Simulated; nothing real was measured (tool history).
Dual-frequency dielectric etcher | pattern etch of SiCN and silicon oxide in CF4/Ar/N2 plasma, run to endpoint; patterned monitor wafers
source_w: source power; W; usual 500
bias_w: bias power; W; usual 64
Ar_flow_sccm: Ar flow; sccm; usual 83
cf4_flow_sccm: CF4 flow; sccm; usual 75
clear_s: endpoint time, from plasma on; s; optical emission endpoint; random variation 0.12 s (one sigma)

| run | hour | source_w | bias_w | Ar_flow_sccm | cf4_flow_sccm | incoming incoming film thickness, nm | clear_s |
|---|---|---|---|---|---|---|---|
| 1 | 0 | 500 | 64 | 83 | 75 | 12.48 | 13.6 |
| 2 | 56.1 | 500 | 64 | 99 | 75 | 12.51 | 14 |
| 3 | 94.8 | 500 | 64 | 83 | 75 | 12.58 | 13.8 |
|  | 150.1 | wet clean of the chamber |
| 4 | 150.6 | 500 | 64 | 71 | 79 | 12.44 | 13.8 |
| 5 | 285.5 | 500 | 64 | 71 | 79 | 12.52 | 13.5 |
| 6 | 323.2 | 500 | 64 | 83 | 75 | 12.58 | 14 |
| 7 | 380.2 | 500 | 64 | 83 | 75 | 12.49 | 13.9 |
|  | 445 | Ar flow controller replaced |
| 8 | 514.8 | 500 | 64 | 83 | 75 | 12.59 | 14.2 |
| 9 | 540.7 | 500 | 64 | 87 | 75 | 12.45 | 13.8 |
| 10 | 587.7 | 500 | 64 | 83 | 75 | 12.59 | 13.9 |
| 11 | 627.6 | 500 | 64 | 83 | 75 | 12.57 | 14 |
|  | 675.8 | wet clean of the chamber |
|  | 676.4 | source power generator calibrated |
| 12 | 682.2 | 500 | 64 | 83 | 75 | 12.5 | 15.4 |
| 13 | 731.7 | 450 | 64 | 83 | 67 | 12.59 | 17.4 |
| 14 | 783.6 | 500 | 64 | 83 | 58 | 12.59 | 15.8 |
|  | 799.3 | CF4 flow controller replaced |
|  | 838 | bias power generator calibrated |
| 15 | 849.1 | 500 | 64 | 83 | 75 | 12.48 | 15.1 |
|  | 939.3 | upper electrode replaced |
| 16 | 939.8 | 500 | 64 | 63 | 75 | 12.41 | 14.4 |
|  | 984.3 | wet clean of the chamber, repeated, since the last time left the tool worse |
| 17 | 986.1 | 500 | 64 | 83 | 75 | 12.48 | 14.5 |
| 18 | 1018.6 | 500 | 64 | 102 | 58 | 12.59 | 15.5 |
| 19 | 1088.7 | 500 | 64 | 70 | 69 | 12.44 | 14.1 |
| 20 | 1138.6 | 500 | 64 | 83 | 89 | 12.49 | 13.9 |
| 21 | 1194.5 | 440 | 64 | 83 | 88 | 12.56 | 15.9 |
| 22 | 1250.6 | 440 | 64 | 83 | 88 | 12.51 | 16.1 |
| 23 | 1306.6 | 500 | 64 | 83 | 89 | 12.39 | 13.8 |
| 24 | 1362.9 | 500 | 78 | 83 | 75 | 12.43 | 13.2 |

4 ways to go on from here, each from the tool as it stands after run 24. What would each give?
| A | 1363.3 | 560 | 64 | 83 | 75 | 12.45 | ? |
| B | 1363.3 | 420 | 58 | 83 | 75 | 12.45 | ? |
| C | 1363.3 | 500 | 74 | 64 | 75 | 12.45 | ? |
| D | 1363.3 | 500 | 70 | 98 | 75 | 12.45 | ? |

| run | clear_s |
|---|---|
| A | 12.4 |
| B | 17.1 |
| C | 13.1 |
| D | 13.9 |
Without the tool's hidden state the same runs would have given:
| run | clear_s |
|---|---|
| A | 12.6 |
| B | 17.4 |
| C | 13.3 |
| D | 14.1 |
